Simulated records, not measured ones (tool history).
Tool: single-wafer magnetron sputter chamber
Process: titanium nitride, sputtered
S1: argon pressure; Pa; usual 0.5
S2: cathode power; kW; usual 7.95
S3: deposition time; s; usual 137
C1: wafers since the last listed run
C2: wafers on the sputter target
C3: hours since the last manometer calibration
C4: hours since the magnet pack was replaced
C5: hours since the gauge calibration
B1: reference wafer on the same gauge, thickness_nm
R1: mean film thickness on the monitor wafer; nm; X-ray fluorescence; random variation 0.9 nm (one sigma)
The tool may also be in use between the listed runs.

run 1 hour=0 | S1=0.5 S2=7.95 S3=137 | C1=0 C2=926 C3=723.6 C4=4553.4 C5=896.8 | B1=204.898 | R1=192.427
run 2 hour=48.7 | S1=0.5 S2=7.95 S3=137 | C1=527 C2=1453 C3=772.3 C4=4602.1 C5=945.5 | B1=204.791 | R1=192.84
run 3 hour=90.2 | S1=0.5 S2=7.95 S3=137 | C1=449 C2=1902 C3=813.8 C4=4643.6 C5=987 | B1=205.044 | R1=191.076
run 4 hour=157.9 | S1=0.5 S2=7.95 S3=137 | C1=732 C2=2635 C3=881.5 C4=4711.3 C5=1054.7 | B1=205.19 | R1=192.112
run 5 hour=182.3 | S1=0.5 S2=7.95 S3=137 | C1=264 C2=2900 C3=905.9 C4=4735.7 C5=1079.1 | B1=205.086 | R1=189.883
-- hour=290 sputter target and shields replaced
run 6 hour=307.7 | S1=0.5 S2=7.95 S3=137 | C1=1271 C2=192 C3=1031.3 C4=4861.1 C5=1204.5 | B1=205.044 | R1=191.877
run 7 hour=341.5 | S1=0.624 S2=7.95 S3=137 | C1=365 C2=558 C3=1065.1 C4=4894.9 C5=1238.3 | B1=204.9 | R1=185.903
run 8 hour=402.7 | S1=0.5 S2=7.95 S3=137 | C1=662 C2=1220 C3=1126.3 C4=4956.1 C5=1299.5 | B1=204.93 | R1=192.176
-- hour=439.9 magnet pack replaced
-- hour=463.8 gauge calibrated
-- hour=505.1 capacitance manometer re-zeroed and calibrated
run 9 hour=614.3 | S1=0.5 S2=7.95 S3=137 | C1=2117 C2=3338 C3=109.2 C4=174.4 C5=150.5 | B1=204.851 | R1=188.918
-- hour=644.9 sputter target and shields replaced
run 10 hour=684.5 | S1=0.5 S2=7.95 S3=137 | C1=673 C2=428 C3=179.4 C4=244.6 C5=220.7 | B1=205.116 | R1=190.709
run 11 hour=746.8 | S1=0.387 S2=7.95 S3=164 | C1=674 C2=1103 C3=241.7 C4=306.9 C5=283 | B1=205.372 | R1=237.849
run 12 hour=814 | S1=0.5 S2=7.95 S3=137 | C1=727 C2=1830 C3=308.9 C4=374.1 C5=350.2 | B1=205.165 | R1=192.207
run 13 hour=859 | S1=0.4 S2=9.25 S3=137 | C1=487 C2=2317 C3=353.9 C4=419.1 C5=395.2 | B1=204.936 | R1=226.416
run 14 hour=926.7 | S1=0.57 S2=7.95 S3=137 | C1=732 C2=3050 C3=421.6 C4=486.8 C5=462.9 | B1=205.012 | R1=185.575
-- hour=946.5 sputter target and shields replaced
run 15 hour=986.1 | S1=0.5 S2=7.95 S3=137 | C1=556 C2=429 C3=481 C4=546.2 C5=522.3 | B1=205.304 | R1=190.207
run 16 hour=1038 | S1=0.557 S2=7.95 S3=137 | C1=561 C2=991 C3=532.9 C4=598.1 C5=574.2 | B1=204.892 | R1=190.119
run 17 hour=1085.8 | S1=0.5 S2=7.3 S3=111 | C1=517 C2=1508 C3=580.7 C4=645.9 C5=622 | B1=204.881 | R1=141.924
run 18 hour=1146.2 | S1=0.66 S2=7.95 S3=156 | C1=653 C2=2162 C3=641.1 C4=706.3 C5=682.4 | B1=205.144 | R1=209.277
run 19 hour=1192.1 | S1=0.5 S2=7.95 S3=137 | C1=496 C2=2659 C3=687 C4=752.2 C5=728.3 | B1=204.655 | R1=189.357
run 20 hour=1256 | S1=0.5 S2=7.95 S3=137 | C1=691 C2=3351 C3=750.9 C4=816.1 C5=792.2 | B1=204.788 | R1=186.518
-- hour=1275.3 sputter target and shields replaced
run 21 hour=1320.7 | S1=0.566 S2=9.6 S3=124 | C1=613 C2=491 C3=815.6 C4=880.8 C5=856.9 | B1=204.859 | R1=207.743

Some steps in R1 between neighbouring runs. How much of each would the tool show without its hidden state too (settings, what came in, random variation), and how much is left for the hidden state, with any gauge scatter that isn't in both results?
The hidden state here: deposition rate above that of a new target (%); true argon pressure above the setpoint (%); gauge reads high (%).
Run 9 -> 10: sputter target and shields replaced. R1 +1.791 nm: hidden state +3.913, all else -2.122.
Run 16 -> 17: S1 0.557 -> 0.5, S2 7.95 -> 7.3, S3 137 -> 111. R1 -48.195 nm: hidden state -0.061, all else -48.134.
Run 17 -> 18: S1 0.5 -> 0.66, S2 7.3 -> 7.95, S3 111 -> 156. R1 +67.353 nm: hidden state -1.479, all else +68.832.
Run 20 -> 21: S1 0.5 -> 0.566, S2 7.95 -> 9.6, S3 137 -> 124, sputter target and shields replaced. R1 +21.225 nm: hidden state +4.441, all else +16.784.

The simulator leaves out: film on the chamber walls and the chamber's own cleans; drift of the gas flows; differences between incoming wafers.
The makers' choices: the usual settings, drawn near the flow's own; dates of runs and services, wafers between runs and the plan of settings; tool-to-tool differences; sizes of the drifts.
